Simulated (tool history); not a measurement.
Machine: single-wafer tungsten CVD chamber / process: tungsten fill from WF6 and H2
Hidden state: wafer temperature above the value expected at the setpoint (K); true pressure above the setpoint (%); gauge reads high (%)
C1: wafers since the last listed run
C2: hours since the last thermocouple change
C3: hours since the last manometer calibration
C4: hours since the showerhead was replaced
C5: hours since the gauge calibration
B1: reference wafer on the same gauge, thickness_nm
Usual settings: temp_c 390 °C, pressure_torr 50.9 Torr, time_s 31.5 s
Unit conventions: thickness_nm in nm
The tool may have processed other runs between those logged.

Run 1, day 0.000: usual settings but pressure_torr 55.0 Torr; C1 0; C2 926.6; C3 2445.6; C4 2563.9; C5 170.5; B1 93.082. Result: thickness_nm 98.365 nm.
Run 2, day 0.938: usual settings but pressure_torr 55.0 Torr; C1 283; C2 949.1; C3 2468.1; C4 2586.4; C5 193.0; B1 93.155. Result: thickness_nm 98.320 nm.
Run 3, day 1.446: usual settings; C1 153; C2 961.3; C3 2480.3; C4 2598.6; C5 205.2; B1 93.196. Result: thickness_nm 95.168 nm.
Run 4, day 2.475: usual settings; C1 311; C2 986.0; C3 2505.0; C4 2623.3; C5 229.9; B1 93.133. Result: thickness_nm 94.956 nm.
Run 5, day 3.475: usual settings but pressure_torr 43.5 Torr, time_s 35.6 s; C1 302; C2 1010.0; C3 2529.0; C4 2647.3; C5 253.9; B1 92.967. Result: thickness_nm 102.750 nm.
Run 6, day 4.858: usual settings but time_s 27.5 s; C1 418; C2 1043.2; C3 2562.2; C4 2680.5; C5 287.1; B1 93.101. Result: thickness_nm 83.578 nm.
Run 7, day 6.288: usual settings but time_s 27.5 s; C1 431; C2 1077.5; C3 2596.5; C4 2714.8; C5 321.4; B1 93.185. Result: thickness_nm 83.244 nm.
Run 8, day 7.350: usual settings; C1 321; C2 1103.0; C3 2622.0; C4 2740.3; C5 346.9; B1 93.204. Result: thickness_nm 96.371 nm.
Run 9, day 10.029: usual settings; C1 809; C2 1167.3; C3 2686.3; C4 2804.6; C5 411.2; B1 93.204. Result: thickness_nm 96.155 nm.
Run 10, day 10.612: usual settings; C1 176; C2 1181.3; C3 2700.3; C4 2818.6; C5 425.2; B1 93.150. Result: thickness_nm 96.245 nm.
At day 12.208: thermocouple changed; heater temperature recalibrated.
At day 12.558: showerhead replaced.
Run 11, day 12.579: usual settings; C1 392; C2 8.9; C3 2747.5; C4 0.5; C5 472.4; B1 93.091. Result: thickness_nm 90.295 nm.
Run 12, day 13.575: usual settings; C1 300; C2 32.8; C3 2771.4; C4 24.4; C5 496.3; B1 93.232. Result: thickness_nm 90.387 nm.
Run 13, day 14.917: usual settings; C1 405; C2 65.0; C3 2803.6; C4 56.6; C5 528.5; B1 93.010. Result: thickness_nm 90.673 nm.
Run 14, day 15.838: usual settings; C1 278; C2 87.1; C3 2825.7; C4 78.7; C5 550.6; B1 93.130. Result: thickness_nm 90.629 nm.
At day 16.521: gauge calibrated.
Run 15, day 16.971: usual settings but time_s 27.5 s; C1 342; C2 114.3; C3 2852.9; C4 105.9; C5 10.8; B1 93.094. Result: thickness_nm 79.234 nm.
Run 16, day 17.608: usual settings; C1 192; C2 129.6; C3 2868.2; C4 121.2; C5 26.1; B1 93.118. Result: thickness_nm 90.933 nm.
Run 17, day 19.771: usual settings but temp_c 376 °C, pressure_torr 56.2 Torr; C1 653; C2 181.5; C3 2920.1; C4 173.1; C5 78.0; B1 93.125. Result: thickness_nm 68.449 nm.
Run 18, day 21.708: usual settings but temp_c 405 °C, pressure_torr 44.0 Torr; C1 585; C2 228.0; C3 2966.6; C4 219.6; C5 124.5; B1 93.088. Result: thickness_nm 118.167 nm.
Run 19, day 23.162: usual settings but temp_c 385 °C, pressure_torr 61.4 Torr, time_s 35.7 s; C1 439; C2 262.9; C3 3001.5; C4 254.5; C5 159.4; B1 93.160. Result: thickness_nm 99.196 nm.
Run 20, day 24.125: usual settings; C1 290; C2 286.0; C3 3024.6; C4 277.6; C5 182.5; B1 93.043. Result: thickness_nm 91.510 nm.
At day 24.658: capacitance manometer re-zeroed and calibrated.
Run 21, day 25.333: usual settings; C1 264; C2 315.0; C3 16.2; C4 306.6; C5 211.5; B1 93.165. Result: thickness_nm 91.043 nm.
Run 22, day 25.838: usual settings; C1 152; C2 327.1; C3 28.3; C4 318.7; C5 223.6; B1 93.131. Result: thickness_nm 91.908 nm.
Run 23, day 27.167: usual settings but temp_c 383 °C, pressure_torr 42.5 Torr, time_s 36.0 s; C1 401; C2 359.0; C3 60.2; C4 350.6; C5 255.5; B1 93.102. Result: thickness_nm 83.982 nm.
Run 24, day 28.562: usual settings but pressure_torr 57.5 Torr, time_s 33.9 s; C1 421; C2 392.5; C3 93.7; C4 384.1; C5 289.0; B1 93.082. Result: thickness_nm 103.436 nm.
Run 25, day 29.383: usual settings but pressure_torr 39.2 Torr, time_s 33.1 s; C1 248; C2 412.2; C3 113.4; C4 403.8; C5 308.7; B1 93.158. Result: thickness_nm 87.908 nm.
Run 26, day 30.462: usual settings but temp_c 404 °C; C1 326; C2 438.1; C3 139.3; C4 429.7; C5 334.6; B1 93.116. Result: thickness_nm 123.796 nm.
Run 27, day 31.238: usual settings but pressure_torr 58.8 Torr, time_s 35.5 s; C1 234; C2 456.7; C3 157.9; C4 448.3; C5 353.2; B1 93.166. Result: thickness_nm 109.281 nm.
Run 28, day 31.829: usual settings; C1 178; C2 470.9; C3 172.1; C4 462.5; C5 367.4; B1 93.173. Result: thickness_nm 92.604 nm.
Run 29, day 33.071: usual settings but temp_c 377 °C, time_s 34.6 s; C1 375; C2 500.7; C3 201.9; C4 492.3; C5 397.2; B1 93.192. Result: thickness_nm 75.941 nm.
Run 30, day 34.000: usual settings but temp_c 404 °C, pressure_torr 62.4 Torr, time_s 35.3 s; C1 280; C2 523.0; C3 224.2; C4 514.6; C5 419.5; B1 93.193. Result: thickness_nm 149.240 nm.
Run 31, day 34.900: usual settings; C1 272; C2 544.6; C3 245.8; C4 536.2; C5 441.1; B1 93.181. Result: thickness_nm 92.783 nm.
Run 32, day 36.092: usual settings but temp_c 398 °C, pressure_torr 39.8 Torr, time_s 35.1 s; C1 360; C2 573.2; C3 274.4; C4 564.8; C5 469.7; B1 93.200. Result: thickness_nm 112.518 nm.
Run 33, day 37.500: usual settings but pressure_torr 62.8 Torr; C1 425; C2 607.0; C3 308.2; C4 598.6; C5 503.5; B1 93.201. Result: thickness_nm 100.493 nm.
Run 34, day 38.638: usual settings but temp_c 405 °C, pressure_torr 57.8 Torr, time_s 35.2 s; C1 343; C2 634.3; C3 335.5; C4 625.9; C5 530.8; B1 93.091. Result: thickness_nm 148.874 nm.

Each row is a separate what-if for the run after 34, all from the same tool condition, not one after another. Results?
Run A, day 38.654: usual settings; C1 5; C2 634.7; C3 335.9; C4 626.3; C5 531.2; B1 ?. Result: thickness_nm ?.
Run B, day 38.654: usual settings but pressure_torr 46.9 Torr, time_s 33.3 s; C1 5; C2 634.7; C3 335.9; C4 626.3; C5 531.2; B1 ?. Result: thickness_nm ?.
Run C, day 38.654: usual settings but temp_c 400 °C, pressure_torr 39.5 Torr, time_s 35.5 s; C1 5; C2 634.7; C3 335.9; C4 626.3; C5 531.2; B1 ?. Result: thickness_nm ?.
Run D, day 38.654: usual settings but time_s 28.5 s; C1 5; C2 634.7; C3 335.9; C4 626.3; C5 531.2; B1 ?. Result: thickness_nm ?.

run      B1  thickness_nm
  A  93.087        92.711
  B  93.087        95.128
  C  93.087       117.815
  D  93.087        83.848
What these runs would have given with no unlogged condition in the tool:
run  thickness_nm
  A        90.351
  B        92.706
  C       115.018
  D        81.713
